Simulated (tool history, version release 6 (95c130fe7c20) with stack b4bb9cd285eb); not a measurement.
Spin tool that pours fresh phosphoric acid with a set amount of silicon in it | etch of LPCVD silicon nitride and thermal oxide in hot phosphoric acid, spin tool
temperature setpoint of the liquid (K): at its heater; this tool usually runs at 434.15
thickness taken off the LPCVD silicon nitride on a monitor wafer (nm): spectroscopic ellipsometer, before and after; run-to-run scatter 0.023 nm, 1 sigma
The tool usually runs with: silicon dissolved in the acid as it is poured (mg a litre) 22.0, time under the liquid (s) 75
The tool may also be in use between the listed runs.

run	hour	temperature setpoint of the liquid (K)	silicon dissolved in the acid as it is poured (mg a litre)	time under the liquid (s)	wafers since the last listed run	hours since the thermometer was replaced	hours since the dissolved silicon flow meter was replaced	hours since the heated supply line was repaired	hours since the gauge calibration	read-back film thickness of the LPCVD silicon nitride reference wafer, read on the same gauge (nm)	thickness taken off the LPCVD silicon nitride on a monitor wafer (nm)
1	0.0	434.15	22.0	105	0	155.8	1893.8	193.0	987.9	70.00	10.09
2	15.3	434.15	22.0	75	126	171.1	1909.1	208.3	1003.2	70.00	7.19
3	39.3	432.65	22.0	75	198	195.1	1933.1	232.3	1027.2	69.97	6.85
4	51.9	436.15	22.0	90	104	207.7	1945.7	244.9	1039.8	70.03	9.25
5	76.8	434.15	22.0	75	206	232.6	1970.6	269.8	1064.7	69.98	7.20
# hour 80.1: dissolved silicon flow meter replaced
6	110.2	433.15	6.0	45	268	266.0	30.1	303.2	1098.1	70.02	4.16
7	123.9	434.15	22.0	75	113	279.7	43.8	316.9	1111.8	70.01	7.20
8	156.3	434.15	32.0	75	268	312.1	76.2	349.3	1144.2	70.02	7.17
9	185.9	434.15	33.5	110	245	341.7	105.8	378.9	1173.8	69.99	10.46
10	215.7	434.15	15.0	75	246	371.5	135.6	408.7	1203.6	70.01	7.15
# hour 220.9: gauge calibrated
11	238.3	434.15	22.0	75	187	394.1	158.2	431.3	17.4	70.03	7.18
12	261.8	431.65	15.5	45	194	417.6	181.7	454.8	40.9	70.02	3.93
13	297.7	433.15	22.0	75	297	453.5	217.6	490.7	76.8	69.99	6.88
14	313.0	435.15	22.0	75	126	468.8	232.9	506.0	92.1	70.00	7.33
15	335.3	431.65	22.0	45	184	491.1	255.2	528.3	114.4	70.01	3.94
16	366.2	433.15	22.0	75	255	522.0	286.1	559.2	145.3	69.99	6.92
17	394.4	434.15	22.0	75	233	550.2	314.3	587.4	173.5	70.02	7.08
18	427.9	433.15	22.0	95	277	583.7	347.8	620.9	207.0	70.00	8.67
19	449.8	434.15	34.5	90	181	605.6	369.7	642.8	228.9	69.97	8.50
20	465.5	432.65	31.5	45	130	621.3	385.4	658.5	244.6	70.02	4.03
21	477.8	434.15	22.0	75	101	633.6	397.7	670.8	256.9	70.02	7.11
22	511.8	434.15	22.0	75	281	667.6	431.7	704.8	290.9	69.99	7.08

Alternative continuations, all from the tool just after run 22; predict every row:
A	512.2	431.15	22.0	75	3	668.0	432.1	705.2	291.3	?	?
B	512.2	435.65	22.0	50	3	668.0	432.1	705.2	291.3	?	?
C	512.2	436.15	9.0	40	3	668.0	432.1	705.2	291.3	?	?
D	512.2	433.15	22.0	55	3	668.0	432.1	705.2	291.3	?	?

run	read-back film thickness of the LPCVD silicon nitride reference wafer, read on the same gauge (nm)	thickness taken off the LPCVD silicon nitride on a monitor wafer (nm)
A	69.99	6.40
B	69.99	4.96
C	69.99	4.04
D	69.99	5.02
The same runs, with their run-to-run variation unchanged, on a tool lacking any hidden condition would have given:
run	thickness taken off the LPCVD silicon nitride on a monitor wafer (nm)
A	6.54
B	5.07
C	4.13
D	5.13
